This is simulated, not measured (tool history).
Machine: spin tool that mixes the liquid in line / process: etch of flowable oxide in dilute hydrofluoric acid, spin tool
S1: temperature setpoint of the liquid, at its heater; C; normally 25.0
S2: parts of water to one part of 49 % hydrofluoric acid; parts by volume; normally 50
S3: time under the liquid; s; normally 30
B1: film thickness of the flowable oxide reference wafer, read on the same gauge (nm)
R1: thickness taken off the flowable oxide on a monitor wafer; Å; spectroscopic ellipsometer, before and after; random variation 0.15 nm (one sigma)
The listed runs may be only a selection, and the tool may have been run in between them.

Run 1, day 0.000: usual settings but S2 55 parts by volume, S3 25 s; B1 109.99. Result: R1 224.3 Å.
Run 2, day 2.042: usual settings but S2 55 parts by volume, S3 25 s; B1 110.00. Result: R1 224.3 Å.
Run 3, day 2.750: usual settings but S2 55 parts by volume, S3 25 s; B1 109.96. Result: R1 225.2 Å.
Run 4, day 3.217: usual settings but S1 21.5 C; B1 109.97. Result: R1 259.7 Å.
Run 5, day 3.675: usual settings but S3 40 s; B1 110.01. Result: R1 395.9 Å.
Run 6, day 4.275: usual settings but S3 40 s; B1 109.97. Result: R1 396.0 Å.
Run 7, day 4.712: usual settings; B1 110.01. Result: R1 298.8 Å.
Run 8, day 5.379: usual settings; B1 110.04. Result: R1 299.9 Å.
At day 5.600: thermometer replaced.
Run 9, day 5.821: usual settings; B1 110.00. Result: R1 297.6 Å.
Run 10, day 6.242: usual settings; B1 110.06. Result: R1 298.2 Å.
At day 6.500: gauge calibrated.
Run 11, day 6.500: usual settings; B1 110.02. Result: R1 297.2 Å.
Run 12, day 7.133: usual settings but S1 20.5 C, S3 25 s; B1 109.99. Result: R1 205.1 Å.
At day 7.342: hydrofluoric acid flow meter replaced.
Run 13, day 7.854: usual settings; B1 110.02. Result: R1 299.7 Å.
Run 14, day 8.471: usual settings but S1 20.5 C, S3 35 s; B1 109.98. Result: R1 288.1 Å.
Run 15, day 8.958: usual settings but S2 55 parts by volume, S3 20 s; B1 109.94. Result: R1 180.0 Å.
Run 16, day 9.275: usual settings; B1 110.01. Result: R1 296.8 Å.
Run 17, day 9.946: usual settings but S1 22.5 C, S3 20 s; B1 110.04. Result: R1 177.6 Å.
Run 18, day 10.254: usual settings but S1 21.0 C, S3 15 s; B1 110.00. Result: R1 125.2 Å.
Run 19, day 10.696: usual settings but S2 40 parts by volume; B1 110.05. Result: R1 381.4 Å.
Run 20, day 11.092: usual settings but S1 27.0 C, S3 45 s; B1 110.04. Result: R1 483.7 Å.

Run 21 comes next. What will it give?
Run 21, day 11.738: usual settings but S1 22.0 C, S3 20 s; B1 ?. Result: R1 ?.

{"run 21": {"B1": 110.01, "R1": 174.6}}
With the hidden condition absent and the run-to-run variation left alone, this run would have shown R1 174.6 Å.

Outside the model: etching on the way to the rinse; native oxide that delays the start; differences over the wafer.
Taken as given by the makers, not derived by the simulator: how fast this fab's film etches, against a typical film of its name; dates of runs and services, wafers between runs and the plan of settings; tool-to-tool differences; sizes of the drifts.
